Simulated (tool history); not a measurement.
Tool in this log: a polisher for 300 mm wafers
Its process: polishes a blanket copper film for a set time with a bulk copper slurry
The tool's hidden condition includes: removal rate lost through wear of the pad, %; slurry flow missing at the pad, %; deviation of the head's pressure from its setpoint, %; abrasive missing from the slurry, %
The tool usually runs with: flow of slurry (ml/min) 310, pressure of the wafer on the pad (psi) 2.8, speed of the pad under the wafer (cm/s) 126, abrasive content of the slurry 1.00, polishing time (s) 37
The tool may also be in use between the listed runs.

run	hour	flow of slurry (ml/min)	pressure of the wafer on the pad (psi)	speed of the pad under the wafer (cm/s)	abrasive content of the slurry	polishing time (s)	wafers since the last listed run	wafers polished on this pad	hours since the slurry nozzle was cleaned	hours since the head pressure was calibrated	hours since the slurry blender was calibrated	incoming thickness of the incoming film, nm	film removed (nm)
1	0.0	310	2.8	126	1.00	37	0	104	192.3	846.5	106.3	3476.1	412.4
2	20.5	310	2.8	92	1.00	37	129	234	212.8	867.0	126.8	3475.2	303.8
3	33.0	310	2.8	92	1.00	37	79	313	225.3	879.5	139.3	3526.3	298.5
4	75.0	310	2.8	92	1.00	37	265	578	267.3	921.5	181.3	3415.2	299.3
# hour 100.9: slurry blender recalibrated
5	101.7	310	2.8	126	1.00	37	156	734	294.0	948.2	0.8	3406.8	411.9
6	132.1	310	2.8	126	1.00	37	192	926	324.4	978.6	31.2	3498.1	397.9
# hour 137.0: worn pad replaced by a new one
7	166.4	310	2.8	126	1.00	37	191	185	358.7	1012.9	65.5	3493.5	391.6
8	182.8	310	2.8	126	1.00	37	103	289	375.1	1029.3	81.9	3528.1	384.5
# hour 220.7: worn pad replaced by a new one, repeated, since the last time left the tool worse
9	249.0	310	2.8	126	1.00	37	393	179	441.3	1095.5	148.1	3522.2	416.2
10	277.1	370	2.8	126	1.00	47	177	356	469.4	1123.6	176.2	3403.1	536.0
# hour 286.2: head pressure recalibrated
11	298.2	235	3.2	126	1.00	46	120	477	490.5	12.0	197.3	3486.6	553.2
# hour 329.5: slurry blender recalibrated
# hour 343.2: slurry nozzle cleaned
# hour 360.6: worn pad replaced by a new one
12	374.2	310	2.8	126	1.00	37	436	86	31.0	88.0	44.7	3471.6	416.0
13	396.9	345	2.8	84	1.15	37	143	229	53.7	110.7	67.4	3441.2	282.9
14	419.4	375	2.8	126	1.00	37	142	371	76.2	133.2	89.9	3439.1	423.3
15	450.5	310	2.1	126	1.00	33	196	568	107.3	164.3	121.0	3518.6	286.4
16	466.2	310	3.2	126	1.00	37	99	667	123.0	180.0	136.7	3495.7	453.1
# hour 488.9: worn pad replaced by a new one
17	501.7	310	2.8	126	1.00	45	199	81	158.5	215.5	172.2	3543.6	502.8
18	519.8	310	2.8	138	1.25	37	114	195	176.6	233.6	190.3	3448.6	470.0
# hour 597.7: slurry blender recalibrated
19	600.6	310	2.8	126	1.00	37	498	693	257.4	314.4	2.9	3418.1	402.7

For each entry between runs, how does the tool's hidden state at the last listed run before it compare with that at the first listed run after it?
In the gap between runs 4 and 5: slurry blender recalibrated (hour 100.9)
  removal rate lost through wear of the pad, %: 2.43 -> 3.09
  measured minus no-state result, film removed (nm): -7.5 -> -13.1
In the gap between runs 6 and 7: worn pad replaced by a new one (hour 137.0)
  removal rate lost through wear of the pad, %: 3.83 -> 6.84
  measured minus no-state result, film removed (nm): -15.9 -> -28.8
In the gap between runs 8 and 9: worn pad replaced by a new one, repeated, since the last time left the tool worse (hour 220.7)
  removal rate lost through wear of the pad, %: 7.24 -> 0.799
  measured minus no-state result, film removed (nm): -30.0 -> -3.4
In the gap between runs 10 and 11: head pressure recalibrated (hour 286.2)
  removal rate lost through wear of the pad, %: 1.49 -> 2
  measured minus no-state result, film removed (nm): -8.0 -> -11.3
In the gap between runs 11 and 12: slurry blender recalibrated (hour 329.5); slurry nozzle cleaned (hour 343.2); worn pad replaced by a new one (hour 360.6)
  removal rate lost through wear of the pad, %: 2 -> 0.715
  measured minus no-state result, film removed (nm): -11.3 -> -3.0
In the gap between runs 16 and 17: worn pad replaced by a new one (hour 488.9)
  removal rate lost through wear of the pad, %: 2.97 -> 0.655
  measured minus no-state result, film removed (nm): -13.8 -> -3.3
In the gap between runs 18 and 19: slurry blender recalibrated (hour 597.7)
  removal rate lost through wear of the pad, %: 1.1 -> 3.07
  measured minus no-state result, film removed (nm): -5.2 -> -12.8
